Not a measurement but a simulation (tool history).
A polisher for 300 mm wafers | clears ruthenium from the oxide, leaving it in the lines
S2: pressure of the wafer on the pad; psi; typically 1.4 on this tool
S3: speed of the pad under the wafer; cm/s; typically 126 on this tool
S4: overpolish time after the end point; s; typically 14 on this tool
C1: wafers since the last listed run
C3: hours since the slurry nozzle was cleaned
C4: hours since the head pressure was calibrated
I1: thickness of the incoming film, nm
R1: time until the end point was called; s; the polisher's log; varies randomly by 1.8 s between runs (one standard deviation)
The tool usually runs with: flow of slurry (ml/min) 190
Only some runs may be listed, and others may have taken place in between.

{"run": 1, "hour": 0.0, "flow of slurry (ml/min)": 190, "S2": 1.4, "S3": 126, "S4": 14, "C1": 0, "wafers polished on this pad": 2323, "C3": 582.4, "C4": 701, "I1": 103.8, "R1": 115.1}
{"run": 2, "hour": 57.9, "flow of slurry (ml/min)": 190, "S2": 1.4, "S3": 126, "S4": 14, "C1": 556, "wafers polished on this pad": 2879, "C3": 640.3, "C4": 758.9, "I1": 105, "R1": 121.3}
{"run": 3, "hour": 153.5, "flow of slurry (ml/min)": 190, "S2": 1.4, "S3": 126, "S4": 14, "C1": 918, "wafers polished on this pad": 3798, "C3": 735.9, "C4": 854.5, "I1": 106, "R1": 125.5}
{"hour": 169.7, "done": "slurry nozzle cleaned"}
{"hour": 201.6, "done": "head pressure recalibrated"}
{"run": 4, "hour": 207.6, "flow of slurry (ml/min)": 190, "S2": 1.4, "S3": 94, "S4": 14, "C1": 491, "wafers polished on this pad": 4289, "C3": 37.9, "C4": 6, "I1": 105.7, "R1": 151.3}
{"run": 5, "hour": 245.2, "flow of slurry (ml/min)": 190, "S2": 1.4, "S3": 94, "S4": 14, "C1": 361, "wafers polished on this pad": 4650, "C3": 75.5, "C4": 43.6, "I1": 104.8, "R1": 149.8}
{"run": 6, "hour": 316.2, "flow of slurry (ml/min)": 190, "S2": 1.4, "S3": 94, "S4": 14, "C1": 682, "wafers polished on this pad": 5332, "C3": 146.5, "C4": 114.6, "I1": 105.4, "R1": 145.3}
{"run": 7, "hour": 357.6, "flow of slurry (ml/min)": 170, "S2": 1.4, "S3": 126, "S4": 14, "C1": 397, "wafers polished on this pad": 5730, "C3": 187.9, "C4": 156, "I1": 103.5, "R1": 113.8}
{"run": 8, "hour": 410.7, "flow of slurry (ml/min)": 170, "S2": 1.4, "S3": 126, "S4": 14, "C1": 510, "wafers polished on this pad": 6240, "C3": 241, "C4": 209.1, "I1": 104.3, "R1": 109.4}
{"run": 9, "hour": 469.6, "flow of slurry (ml/min)": 190, "S2": 1.4, "S3": 126, "S4": 14, "C1": 565, "wafers polished on this pad": 6806, "C3": 299.9, "C4": 268, "I1": 104.6, "R1": 112.4}
{"hour": 510.2, "done": "worn pad replaced by a new one"}
{"run": 10, "hour": 525.0, "flow of slurry (ml/min)": 190, "S2": 1.4, "S3": 126, "S4": 14, "C1": 493, "wafers polished on this pad": 141, "C3": 355.3, "C4": 323.4, "I1": 106.5, "R1": 113.7}
{"run": 11, "hour": 729.6, "flow of slurry (ml/min)": 190, "S2": 1.3, "S3": 142, "S4": 14, "C1": 1965, "wafers polished on this pad": 2107, "C3": 559.9, "C4": 528, "I1": 106.7, "R1": 112.6}
{"run": 12, "hour": 812.1, "flow of slurry (ml/min)": 190, "S2": 1.3, "S3": 142, "S4": 14, "C1": 792, "wafers polished on this pad": 2900, "C3": 642.4, "C4": 610.5, "I1": 107.1, "R1": 119}
{"run": 13, "hour": 910.2, "flow of slurry (ml/min)": 215, "S2": 1.8, "S3": 110, "S4": 11, "C1": 942, "wafers polished on this pad": 3843, "C3": 740.5, "C4": 708.6, "I1": 105.3, "R1": 111.6}
{"hour": 948.6, "done": "slurry nozzle cleaned"}
{"run": 14, "hour": 956.4, "flow of slurry (ml/min)": 170, "S2": 1.4, "S3": 126, "S4": 14, "C1": 434, "wafers polished on this pad": 4277, "C3": 7.8, "C4": 754.8, "I1": 105.1, "R1": 110.7}
{"run": 15, "hour": 1019.0, "flow of slurry (ml/min)": 210, "S2": 1.4, "S3": 100, "S4": 14, "C1": 601, "wafers polished on this pad": 4879, "C3": 70.4, "C4": 817.4, "I1": 105.9, "R1": 139.2}
{"run": 16, "hour": 1089.5, "flow of slurry (ml/min)": 190, "S2": 1.4, "S3": 126, "S4": 20, "C1": 677, "wafers polished on this pad": 5556, "C3": 140.9, "C4": 887.9, "I1": 105.8, "R1": 111.5}
{"hour": 1102.5, "done": "head pressure recalibrated"}
{"run": 17, "hour": 1183.0, "flow of slurry (ml/min)": 190, "S2": 1.4, "S3": 126, "S4": 14, "C1": 879, "wafers polished on this pad": 6435, "C3": 234.4, "C4": 80.5, "I1": 106.3, "R1": 111.7}
{"run": 18, "hour": 1282.9, "flow of slurry (ml/min)": 190, "S2": 1.4, "S3": 94, "S4": 14, "C1": 959, "wafers polished on this pad": 7395, "C3": 334.3, "C4": 180.4, "I1": 104.6, "R1": 146}
{"hour": 1358.8, "done": "worn pad replaced by a new one"}
{"run": 19, "hour": 1370.5, "flow of slurry (ml/min)": 245, "S2": 1.7, "S3": 100, "S4": 8, "C1": 803, "wafers polished on this pad": 112, "C3": 421.9, "C4": 268, "I1": 104.9, "R1": 112.4}
{"run": 20, "hour": 1428.6, "flow of slurry (ml/min)": 190, "S2": 1.4, "S3": 126, "S4": 14, "C1": 558, "wafers polished on this pad": 670, "C3": 480, "C4": 326.1, "I1": 105.6, "R1": 112.6}
{"run": 21, "hour": 1527.2, "flow of slurry (ml/min)": 190, "S2": 1.9, "S3": 94, "S4": 9, "C1": 947, "wafers polished on this pad": 1618, "C3": 578.6, "C4": 424.7, "I1": 104.1, "R1": 115.1}
{"run": 22, "hour": 1620.6, "flow of slurry (ml/min)": 190, "S2": 1.4, "S3": 126, "S4": 14, "C1": 897, "wafers polished on this pad": 2515, "C3": 672, "C4": 518.1, "I1": 106.2, "R1": 121.9}
{"run": 23, "hour": 1722.8, "flow of slurry (ml/min)": 165, "S2": 1.2, "S3": 84, "S4": 10, "C1": 982, "wafers polished on this pad": 3497, "C3": 774.2, "C4": 620.3, "I1": 104.4, "R1": 223.2}
{"hour": 1753.0, "done": "slurry nozzle cleaned"}
{"run": 24, "hour": 1817.0, "flow of slurry (ml/min)": 190, "S2": 1, "S3": 142, "S4": 14, "C1": 895, "wafers polished on this pad": 4393, "C3": 64, "C4": 714.5, "I1": 106.2, "R1": 138.5}
{"run": 25, "hour": 1867.1, "flow of slurry (ml/min)": 190, "S2": 1.2, "S3": 96, "S4": 10, "C1": 481, "wafers polished on this pad": 4874, "C3": 114.1, "C4": 764.6, "I1": 107, "R1": 173.2}
{"run": 26, "hour": 1970.0, "flow of slurry (ml/min)": 190, "S2": 1.4, "S3": 126, "S4": 14, "C1": 988, "wafers polished on this pad": 5863, "C3": 217, "C4": 867.5, "I1": 106.9, "R1": 117.6}
{"run": 27, "hour": 2048.4, "flow of slurry (ml/min)": 190, "S2": 1.8, "S3": 104, "S4": 8, "C1": 753, "wafers polished on this pad": 6616, "C3": 295.4, "C4": 945.9, "I1": 106.6, "R1": 111}
{"run": 28, "hour": 2150.3, "flow of slurry (ml/min)": 190, "S2": 1.3, "S3": 142, "S4": 14, "C1": 979, "wafers polished on this pad": 7596, "C3": 397.3, "C4": 1047.8, "I1": 104.2, "R1": 108.7}
{"hour": 2172.5, "done": "worn pad replaced by a new one"}
{"hour": 2182.2, "done": "head pressure recalibrated"}
{"run": 29, "hour": 2385.0, "flow of slurry (ml/min)": 190, "S2": 1.4, "S3": 168, "S4": 14, "C1": 2197, "wafers polished on this pad": 2022, "C3": 632, "C4": 202.8, "I1": 106, "R1": 91.4}
{"hour": 2490.6, "done": "slurry nozzle cleaned"}
{"run": 30, "hour": 2574.2, "flow of slurry (ml/min)": 205, "S2": 1.8, "S3": 162, "S4": 6, "C1": 1808, "wafers polished on this pad": 3830, "C3": 83.6, "C4": 392, "I1": 105, "R1": 65.2}
{"run": 31, "hour": 2654.0, "flow of slurry (ml/min)": 190, "S2": 1.4, "S3": 100, "S4": 14, "C1": 766, "wafers polished on this pad": 4597, "C3": 163.4, "C4": 471.8, "I1": 104.7, "R1": 143.8}

Run 32, settings as shown, results not yet in. Your forecast:
{"run": 32, "hour": 2705.6, "flow of slurry (ml/min)": 190, "S2": 1.4, "S3": 164, "S4": 9, "C1": 495, "wafers polished on this pad": 5093, "C3": 215, "C4": 523.4, "I1": 105.9, "R1": "?"}

{"run 32": {"R1": 86.6}}
With no hidden state in the tool, this same run would have given R1 85.8 s.
